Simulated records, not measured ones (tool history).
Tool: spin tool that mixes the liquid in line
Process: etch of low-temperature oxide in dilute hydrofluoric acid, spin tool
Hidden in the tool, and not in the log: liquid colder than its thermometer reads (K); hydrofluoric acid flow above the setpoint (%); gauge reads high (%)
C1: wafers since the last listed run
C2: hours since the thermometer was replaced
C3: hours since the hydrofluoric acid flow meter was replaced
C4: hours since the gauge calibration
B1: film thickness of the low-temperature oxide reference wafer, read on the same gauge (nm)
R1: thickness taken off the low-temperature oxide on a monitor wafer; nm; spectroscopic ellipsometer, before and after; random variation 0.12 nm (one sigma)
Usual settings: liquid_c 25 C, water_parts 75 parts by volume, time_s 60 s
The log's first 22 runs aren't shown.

Run 23, hour 322.1: usual settings; C1 85; C2 119.1; C3 169.7; C4 170.2; B1 60. Result: R1 19.33 nm.
Run 24, hour 337.7: usual settings; C1 201; C2 134.7; C3 185.3; C4 185.8; B1 60.02. Result: R1 19.23 nm.
Run 25, hour 354.3: usual settings but liquid_c 28 C, water_parts 40 parts by volume, time_s 75 s; C1 214; C2 151.3; C3 201.9; C4 202.4; B1 60. Result: R1 53.38 nm.
Run 26, hour 363.7: usual settings but time_s 95 s; C1 121; C2 160.7; C3 211.3; C4 211.8; B1 60. Result: R1 30.31 nm.
Run 27, hour 370.9: usual settings but water_parts 95 parts by volume, time_s 50 s; C1 92; C2 167.9; C3 218.5; C4 219; B1 60.02. Result: R1 12.32 nm.
Run 28, hour 381.1: usual settings but liquid_c 23 C, water_parts 100 parts by volume, time_s 75 s; C1 131; C2 178.1; C3 228.7; C4 229.2; B1 60.03. Result: R1 16.22 nm.
Run 29, hour 391.7: usual settings but liquid_c 29.5 C, water_parts 60 parts by volume, time_s 40 s; C1 136; C2 188.7; C3 239.3; C4 239.8; B1 59.99. Result: R1 19.68 nm.
Run 30, hour 409.7: usual settings but water_parts 50 parts by volume; C1 232; C2 206.7; C3 257.3; C4 257.8; B1 60. Result: R1 29.89 nm.
Run 31, hour 455: usual settings but liquid_c 29 C, water_parts 60 parts by volume; C1 584; C2 252; C3 302.6; C4 303.1; B1 60. Result: R1 28.57 nm.
Run 32, hour 470.9: usual settings; C1 205; C2 267.9; C3 318.5; C4 319; B1 60.01. Result: R1 19.17 nm.
Run 33, hour 479.6: usual settings but liquid_c 29.5 C, time_s 90 s; C1 112; C2 276.6; C3 327.2; C4 327.7; B1 60.01. Result: R1 34.32 nm.
Run 34, hour 492.6: usual settings but water_parts 115 parts by volume; C1 167; C2 289.6; C3 340.2; C4 340.7; B1 59.99. Result: R1 11.96 nm.

3 ways to go on from here, each from the tool as it stands after run 34. What would each give?
Run A, hour 493: usual settings; C1 5; C2 290; C3 340.6; C4 341.1; B1 ?. Result: R1 ?.
Run B, hour 493: usual settings but time_s 25 s; C1 5; C2 290; C3 340.6; C4 341.1; B1 ?. Result: R1 ?.
Run C, hour 493: usual settings but water_parts 40 parts by volume; C1 5; C2 290; C3 340.6; C4 341.1; B1 ?. Result: R1 ?.

run  B1     R1
  A  60     19
  B  60   7.92
  C  60  37.34
Without the tool's hidden state the same runs would have given:
run     R1
  A     19
  B   7.92
  C  37.34
